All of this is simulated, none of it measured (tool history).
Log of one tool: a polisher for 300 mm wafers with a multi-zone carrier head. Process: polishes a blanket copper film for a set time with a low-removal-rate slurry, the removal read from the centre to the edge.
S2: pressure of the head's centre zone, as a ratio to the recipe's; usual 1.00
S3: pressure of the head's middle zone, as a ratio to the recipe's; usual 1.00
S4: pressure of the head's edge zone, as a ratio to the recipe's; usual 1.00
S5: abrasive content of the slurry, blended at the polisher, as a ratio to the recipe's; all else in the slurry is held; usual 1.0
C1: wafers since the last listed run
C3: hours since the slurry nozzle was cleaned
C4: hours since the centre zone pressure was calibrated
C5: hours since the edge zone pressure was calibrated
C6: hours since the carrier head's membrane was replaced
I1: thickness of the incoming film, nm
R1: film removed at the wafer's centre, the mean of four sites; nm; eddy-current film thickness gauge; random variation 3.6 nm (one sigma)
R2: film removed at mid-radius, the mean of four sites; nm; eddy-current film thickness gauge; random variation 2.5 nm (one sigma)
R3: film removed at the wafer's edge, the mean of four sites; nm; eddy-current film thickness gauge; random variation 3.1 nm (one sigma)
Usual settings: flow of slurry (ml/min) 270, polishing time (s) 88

{"run": 1, "hour": 0.0, "flow of slurry (ml/min)": 270, "S2": 1.0, "S3": 1.0, "S4": 1.0, "S5": 1.0, "polishing time (s)": 63, "C1": 0, "wafers polished on this pad": 1550, "C3": 512.6, "C4": 734.4, "C5": 214.3, "C6": 2116.1, "I1": 923.5, "R1": 152.5, "R2": 150.1, "R3": 145.6}
{"hour": 45.6, "done": "carrier head's membrane replaced by a new one"}
{"run": 2, "hour": 46.1, "flow of slurry (ml/min)": 270, "S2": 1.0, "S3": 1.0, "S4": 1.0, "S5": 1.0, "polishing time (s)": 63, "C1": 302, "wafers polished on this pad": 1852, "C3": 558.7, "C4": 780.5, "C5": 260.4, "C6": 0.5, "I1": 934.4, "R1": 145.7, "R2": 146.0, "R3": 145.1}
{"run": 3, "hour": 102.1, "flow of slurry (ml/min)": 270, "S2": 1.0, "S3": 1.0, "S4": 1.0, "S5": 1.0, "polishing time (s)": 88, "C1": 411, "wafers polished on this pad": 2264, "C3": 614.7, "C4": 836.5, "C5": 316.4, "C6": 56.5, "I1": 943.7, "R1": 212.0, "R2": 204.7, "R3": 204.8}
{"run": 4, "hour": 139.2, "flow of slurry (ml/min)": 270, "S2": 1.0, "S3": 1.0, "S4": 1.0, "S5": 1.0, "polishing time (s)": 88, "C1": 272, "wafers polished on this pad": 2537, "C3": 651.8, "C4": 873.6, "C5": 353.5, "C6": 93.6, "I1": 928.5, "R1": 205.6, "R2": 196.6, "R3": 202.2}
{"hour": 156.2, "done": "slurry nozzle cleaned"}
{"run": 5, "hour": 181.5, "flow of slurry (ml/min)": 270, "S2": 1.0, "S3": 1.0, "S4": 1.0, "S5": 1.0, "polishing time (s)": 88, "C1": 303, "wafers polished on this pad": 2840, "C3": 25.3, "C4": 915.9, "C5": 395.8, "C6": 135.9, "I1": 936.8, "R1": 218.0, "R2": 217.3, "R3": 208.4}
{"hour": 204.6, "done": "worn pad replaced by a new one"}
{"hour": 207.8, "done": "centre zone pressure recalibrated"}
{"run": 6, "hour": 236.6, "flow of slurry (ml/min)": 270, "S2": 1.0, "S3": 1.08, "S4": 1.0, "S5": 1.0, "polishing time (s)": 88, "C1": 360, "wafers polished on this pad": 220, "C3": 80.4, "C4": 28.8, "C5": 450.9, "C6": 191.0, "I1": 949.4, "R1": 230.6, "R2": 242.0, "R3": 230.9}
{"hour": 302.0, "done": "edge zone pressure recalibrated"}
{"run": 7, "hour": 306.6, "flow of slurry (ml/min)": 270, "S2": 1.0, "S3": 0.94, "S4": 0.97, "S5": 0.8, "polishing time (s)": 114, "C1": 499, "wafers polished on this pad": 720, "C3": 150.4, "C4": 98.8, "C5": 4.6, "C6": 261.0, "I1": 925.8, "R1": 276.3, "R2": 255.1, "R3": 267.6}
{"run": 8, "hour": 339.7, "flow of slurry (ml/min)": 315, "S2": 1.07, "S3": 1.0, "S4": 1.08, "S5": 1.0, "polishing time (s)": 88, "C1": 243, "wafers polished on this pad": 963, "C3": 183.5, "C4": 131.9, "C5": 37.7, "C6": 294.1, "I1": 937.0, "R1": 244.2, "R2": 218.9, "R3": 227.6}
{"run": 9, "hour": 390.5, "flow of slurry (ml/min)": 270, "S2": 0.92, "S3": 1.0, "S4": 1.0, "S5": 1.0, "polishing time (s)": 88, "C1": 373, "wafers polished on this pad": 1336, "C3": 234.3, "C4": 182.7, "C5": 88.5, "C6": 344.9, "I1": 957.1, "R1": 204.4, "R2": 214.4, "R3": 209.5}
{"run": 10, "hour": 453.1, "flow of slurry (ml/min)": 215, "S2": 1.1, "S3": 1.0, "S4": 0.91, "S5": 1.0, "polishing time (s)": 88, "C1": 460, "wafers polished on this pad": 1796, "C3": 296.9, "C4": 245.3, "C5": 151.1, "C6": 407.5, "I1": 930.1, "R1": 228.9, "R2": 205.2, "R3": 198.7}
{"run": 11, "hour": 490.5, "flow of slurry (ml/min)": 270, "S2": 1.0, "S3": 1.0, "S4": 1.0, "S5": 1.0, "polishing time (s)": 70, "C1": 274, "wafers polished on this pad": 2071, "C3": 334.3, "C4": 282.7, "C5": 188.5, "C6": 444.9, "I1": 947.6, "R1": 170.7, "R2": 164.1, "R3": 164.3}
{"run": 12, "hour": 543.7, "flow of slurry (ml/min)": 270, "S2": 1.0, "S3": 1.0, "S4": 1.0, "S5": 1.0, "polishing time (s)": 88, "C1": 390, "wafers polished on this pad": 2462, "C3": 387.5, "C4": 335.9, "C5": 241.7, "C6": 498.1, "I1": 941.2, "R1": 214.3, "R2": 205.5, "R3": 203.8}
{"hour": 557.7, "done": "worn pad replaced by a new one"}
{"run": 13, "hour": 575.9, "flow of slurry (ml/min)": 190, "S2": 1.09, "S3": 1.0, "S4": 1.0, "S5": 1.3, "polishing time (s)": 88, "C1": 207, "wafers polished on this pad": 133, "C3": 419.7, "C4": 368.1, "C5": 273.9, "C6": 530.3, "I1": 940.6, "R1": 254.6, "R2": 224.2, "R3": 220.9}
{"run": 14, "hour": 644.6, "flow of slurry (ml/min)": 270, "S2": 0.94, "S3": 1.02, "S4": 1.0, "S5": 1.0, "polishing time (s)": 88, "C1": 504, "wafers polished on this pad": 638, "C3": 488.4, "C4": 436.8, "C5": 342.6, "C6": 599.0, "I1": 948.2, "R1": 206.9, "R2": 224.4, "R3": 210.6}
{"run": 15, "hour": 704.9, "flow of slurry (ml/min)": 295, "S2": 1.0, "S3": 1.0, "S4": 1.06, "S5": 1.0, "polishing time (s)": 88, "C1": 443, "wafers polished on this pad": 1081, "C3": 548.7, "C4": 497.1, "C5": 402.9, "C6": 659.3, "I1": 942.1, "R1": 214.0, "R2": 214.7, "R3": 219.7}
{"hour": 734.2, "done": "slurry nozzle cleaned"}
{"run": 16, "hour": 746.0, "flow of slurry (ml/min)": 205, "S2": 0.95, "S3": 1.0, "S4": 1.0, "S5": 1.0, "polishing time (s)": 88, "C1": 294, "wafers polished on this pad": 1376, "C3": 11.8, "C4": 538.2, "C5": 444.0, "C6": 700.4, "I1": 934.4, "R1": 204.7, "R2": 210.2, "R3": 213.1}
{"run": 17, "hour": 811.0, "flow of slurry (ml/min)": 270, "S2": 1.0, "S3": 1.0, "S4": 0.95, "S5": 1.0, "polishing time (s)": 88, "C1": 477, "wafers polished on this pad": 1853, "C3": 76.8, "C4": 603.2, "C5": 509.0, "C6": 765.4, "I1": 945.8, "R1": 220.5, "R2": 212.7, "R3": 208.1}
{"run": 18, "hour": 879.8, "flow of slurry (ml/min)": 190, "S2": 1.0, "S3": 1.0, "S4": 1.0, "S5": 1.0, "polishing time (s)": 88, "C1": 505, "wafers polished on this pad": 2359, "C3": 145.6, "C4": 672.0, "C5": 577.8, "C6": 834.2, "I1": 946.8, "R1": 206.1, "R2": 206.4, "R3": 210.4}
{"hour": 955.5, "done": "worn pad replaced by a new one"}
{"hour": 975.1, "done": "edge zone pressure recalibrated"}
{"run": 19, "hour": 1021.8, "flow of slurry (ml/min)": 270, "S2": 1.0, "S3": 1.0, "S4": 1.0, "S5": 1.0, "polishing time (s)": 88, "C1": 999, "wafers polished on this pad": 472, "C3": 287.6, "C4": 814.0, "C5": 46.7, "C6": 976.2, "I1": 925.7, "R1": 229.5, "R2": 222.0, "R3": 221.8}
{"run": 20, "hour": 1059.8, "flow of slurry (ml/min)": 365, "S2": 0.97, "S3": 0.94, "S4": 1.0, "S5": 1.0, "polishing time (s)": 88, "C1": 279, "wafers polished on this pad": 752, "C3": 325.6, "C4": 852.0, "C5": 84.7, "C6": 1014.2, "I1": 962.0, "R1": 228.0, "R2": 211.6, "R3": 223.8}

Measured less the same run without the tool's hidden state. The same run-to-run variation is in both; the gauge's scatter may not be:
The hidden state here: removal rate lost through wear of the pad, %; slurry flow missing at the pad, %; deviation of the centre zone's pressure from its setpoint, %; deviation of the edge zone's pressure from its setpoint, %.
run=1 R1=-21.7 R2=-20.5 R3=-17.8
run=2 R1=-22.8 R2=-21.8 R3=-19.4
run=3 R1=-36.3 R2=-33.3 R3=-29.6
run=4 R1=-37.1 R2=-33.6 R3=-30.7
run=5 R1=-21.9 R2=-21.8 R3=-20.8
run=6 R1=-9.9 R2=-10.3 R3=-9.5
run=7 R1=-22.6 R2=-20.6 R3=-20.9
run=8 R1=-22.9 R2=-20.3 R3=-20.4
run=9 R1=-22.9 R2=-23.6 R3=-22.1
run=10 R1=-30.5 R2=-26.7 R3=-24.3
run=11 R1=-23.2 R2=-21.8 R3=-20.6
run=12 R1=-31.3 R2=-29.2 R3=-27.2
run=13 R1=-18.2 R2=-14.8 R3=-12.0
run=14 R1=-21.6 R2=-22.4 R3=-18.7
run=15 R1=-27.7 R2=-26.6 R3=-24.6
run=16 R1=-18.4 R2=-18.8 R3=-18.9
run=17 R1=-22.8 R2=-21.9 R3=-20.9
run=18 R1=-24.7 R2=-24.3 R3=-23.9
run=19 R1=-15.8 R2=-14.7 R3=-13.4
run=20 R1=-18.6 R2=-16.8 R3=-16.5
